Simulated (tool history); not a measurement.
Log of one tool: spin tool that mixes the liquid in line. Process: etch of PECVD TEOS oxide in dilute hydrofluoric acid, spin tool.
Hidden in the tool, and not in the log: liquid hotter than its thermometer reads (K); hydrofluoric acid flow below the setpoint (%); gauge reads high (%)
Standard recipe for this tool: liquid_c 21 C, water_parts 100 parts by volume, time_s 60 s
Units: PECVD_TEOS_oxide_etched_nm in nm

run,hour,liquid_c,water_parts,time_s,wafers since the last listed run,hours since the thermometer was replaced,hours since the hydrofluoric acid flow meter was replaced,hours since the gauge calibration,"read-back film thickness of the PECVD TEOS oxide reference wafer, read on the same gauge (nm)",PECVD_TEOS_oxide_etched_nm
1,0,18,70,60,0,588.1,417.8,39.5,80,12.3
2,14,21,100,60,148,602.1,431.8,53.5,80,9.38
3,27.5,21,100,60,142,615.6,445.3,67,79.98,9.48
4,40.8,21,100,60,140,628.9,458.6,80.3,79.99,9.5
5,57.9,21,100,60,180,646,475.7,97.4,80.01,9.39
6,75.4,21,100,60,185,663.5,493.2,114.9,80,9.44
7,89.1,18.5,100,60,144,677.2,506.9,128.6,80.01,8.42
8,100,18.5,100,60,115,688.1,517.8,139.5,80.01,8.58
9,113.2,18.5,100,60,139,701.3,531,152.7,80.01,8.47
10,128,17.5,100,60,156,716.1,545.8,167.5,80,8.13
11,134.6,17.5,100,60,69,722.7,552.4,174.1,80.02,8.14
12,151.8,21,80,35,181,739.9,569.6,191.3,79.97,7.04
13,163.8,21,80,35,126,751.9,581.6,203.3,80.02,7.09
14,216.1,21,100,60,553,804.2,633.9,255.6,80.01,9.37
15,223.6,17,100,30,79,811.7,641.4,263.1,80.02,3.98
16,234.2,21,125,30,112,822.3,652,273.7,79.99,3.66
17,242.1,21,100,60,83,830.2,659.9,281.6,80.02,9.39
18,259.4,18.5,100,60,183,847.5,677.2,298.9,80,8.56
19,271.5,25,125,90,128,859.6,689.3,311,80.01,12.83
20,288.7,24,100,60,181,876.8,706.5,328.2,80.02,10.67
21,303.5,21,100,60,156,891.6,721.3,343,80,9.38
22,313.6,17,65,60,106,901.7,731.4,353.1,80.01,12.69
# hour 319.7: hydrofluoric acid flow meter replaced
23,330.3,18,85,60,166,918.4,10.6,369.8,79.96,9.99
24,343.7,21,100,60,141,931.8,24,383.2,80.01,9.38
25,351.9,21,100,50,86,940,32.2,391.4,80.05,7.89
26,366,21,55,35,149,954.1,46.3,405.5,80,10.53
# hour 372: thermometer replaced
27,378.3,17.5,60,75,119,6.3,58.6,417.8,80,17.57
# hour 382.1: gauge calibrated
28,392.8,21,70,40,153,20.8,73.1,10.7,79.96,9.25
29,437.4,21,100,60,471,65.4,117.7,55.3,80.05,9.45
30,477.2,17,140,40,421,105.2,157.5,95.1,80,3.67
31,487.6,21,100,60,110,115.6,167.9,105.5,80,9.44
32,502.2,23.5,125,60,154,130.2,182.5,120.1,79.99,8.03
33,510,21,100,60,82,138,190.3,127.9,79.97,9.39

5 ways to go on from here, each from the tool as it stands after run 33. What would each give?
A,510.4,21,70,60,4,138.4,190.7,128.3,?,?
B,510.4,21,100,75,4,138.4,190.7,128.3,?,?
C,510.4,18,100,35,4,138.4,190.7,128.3,?,?
D,510.4,21,100,80,4,138.4,190.7,128.3,?,?
E,510.4,23,115,70,4,138.4,190.7,128.3,?,?

run,"read-back film thickness of the PECVD TEOS oxide reference wafer, read on the same gauge (nm)",PECVD_TEOS_oxide_etched_nm
A,79.99,14.13
B,79.99,11.94
C,79.99,4.92
D,79.99,12.74
E,79.99,10.32
Without the tool's hidden state the same runs would have given:
run,PECVD_TEOS_oxide_etched_nm
A,14.13
B,11.94
C,4.92
D,12.74
E,10.32
